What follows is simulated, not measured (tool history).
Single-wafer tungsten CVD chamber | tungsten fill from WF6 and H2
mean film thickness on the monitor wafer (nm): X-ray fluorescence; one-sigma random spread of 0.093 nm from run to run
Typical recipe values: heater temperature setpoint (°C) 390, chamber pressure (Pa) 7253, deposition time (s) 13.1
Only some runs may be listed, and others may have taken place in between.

| run | day | heater temperature setpoint (°C) | chamber pressure (Pa) | deposition time (s) | read-back reference wafer on the same gauge, thickness_nm | mean film thickness on the monitor wafer (nm) |
|---|---|---|---|---|---|---|
| 1 | 0.000 | 390 | 7253 | 13.1 | 42.815 | 44.674 |
| 2 | 1.183 | 390 | 7253 | 13.1 | 42.801 | 44.647 |
| 3 | 2.629 | 390 | 7253 | 13.1 | 42.798 | 44.565 |
| 4 | 3.671 | 390 | 7253 | 13.1 | 42.787 | 44.628 |
|  | 4.929 | capacitance manometer re-zeroed and calibrated |
| 5 | 5.983 | 390 | 7253 | 13.1 | 42.799 | 43.841 |
| 6 | 8.133 | 390 | 8639 | 14.6 | 42.808 | 51.135 |
| 7 | 9.617 | 390 | 8639 | 14.6 | 42.798 | 50.918 |
| 8 | 10.654 | 390 | 8639 | 14.6 | 42.796 | 51.093 |
| 9 | 12.454 | 390 | 7253 | 13.1 | 42.806 | 43.567 |
| 10 | 13.962 | 390 | 7253 | 13.1 | 42.785 | 43.723 |
| 11 | 15.221 | 390 | 7253 | 13.1 | 42.799 | 43.572 |
|  | 18.546 | gauge calibrated |
| 12 | 20.654 | 390 | 7253 | 13.1 | 42.791 | 43.469 |
| 13 | 22.288 | 399 | 7253 | 13.1 | 42.809 | 50.723 |
| 14 | 25.238 | 381 | 7253 | 14.3 | 42.797 | 40.696 |
| 15 | 27.667 | 390 | 5840 | 11.2 | 42.791 | 35.341 |
| 16 | 29.233 | 377 | 6293 | 12.4 | 42.826 | 31.687 |
| 17 | 31.629 | 390 | 5840 | 11.2 | 42.793 | 35.296 |
|  | 32.804 | showerhead replaced |
| 18 | 33.221 | 390 | 8639 | 14.6 | 42.796 | 50.810 |
|  | 34.196 | thermocouple changed; heater temperature recalibrated |
| 19 | 34.392 | 390 | 7253 | 12.4 | 42.798 | 41.968 |
| 20 | 39.304 | 390 | 7253 | 13.1 | 42.796 | 44.188 |
| 21 | 41.388 | 396 | 7746 | 11.1 | 42.782 | 42.322 |
| 22 | 42.871 | 384 | 6173 | 14.0 | 42.834 | 40.898 |
| 23 | 45.438 | 390 | 7253 | 13.1 | 42.791 | 44.412 |
| 24 | 47.000 | 390 | 7253 | 13.1 | 42.833 | 44.375 |
| 25 | 48.600 | 390 | 8319 | 13.1 | 42.807 | 46.001 |
| 26 | 50.125 | 377 | 6626 | 14.1 | 42.810 | 37.304 |
| 27 | 51.150 | 390 | 7253 | 13.1 | 42.782 | 44.350 |
| 28 | 53.633 | 382 | 8559 | 10.5 | 42.793 | 32.302 |
| 29 | 54.796 | 390 | 7253 | 13.1 | 42.810 | 44.435 |
| 30 | 55.946 | 390 | 7253 | 14.3 | 42.810 | 48.586 |
| 31 | 57.808 | 400 | 6586 | 12.0 | 42.803 | 47.013 |
| 32 | 59.404 | 401 | 6359 | 13.1 | 42.817 | 51.832 |
| 33 | 60.471 | 384 | 6173 | 14.0 | 42.780 | 41.103 |
| 34 | 62.433 | 390 | 7253 | 14.7 | 42.782 | 50.087 |
|  | 64.721 | capacitance manometer re-zeroed and calibrated |
| 35 | 64.742 | 390 | 7253 | 13.1 | 42.798 | 43.523 |

Below are 3 alternative next runs, each starting from the tool's condition after run 35. Predict each:
| A | 64.758 | 390 | 7253 | 11.0 | ? | ? |
| B | 64.758 | 381 | 7253 | 14.2 | ? | ? |
| C | 64.758 | 395 | 6253 | 15.3 | ? | ? |

| run | read-back reference wafer on the same gauge, thickness_nm | mean film thickness on the monitor wafer (nm) |
|---|---|---|
| A | 42.800 | 36.533 |
| B | 42.800 | 40.358 |
| C | 42.800 | 53.316 |
With the hidden condition removed and each run's random variation left untouched, the same runs would have given:
| run | mean film thickness on the monitor wafer (nm) |
|---|---|
| A | 36.866 |
| B | 40.735 |
| C | 53.786 |
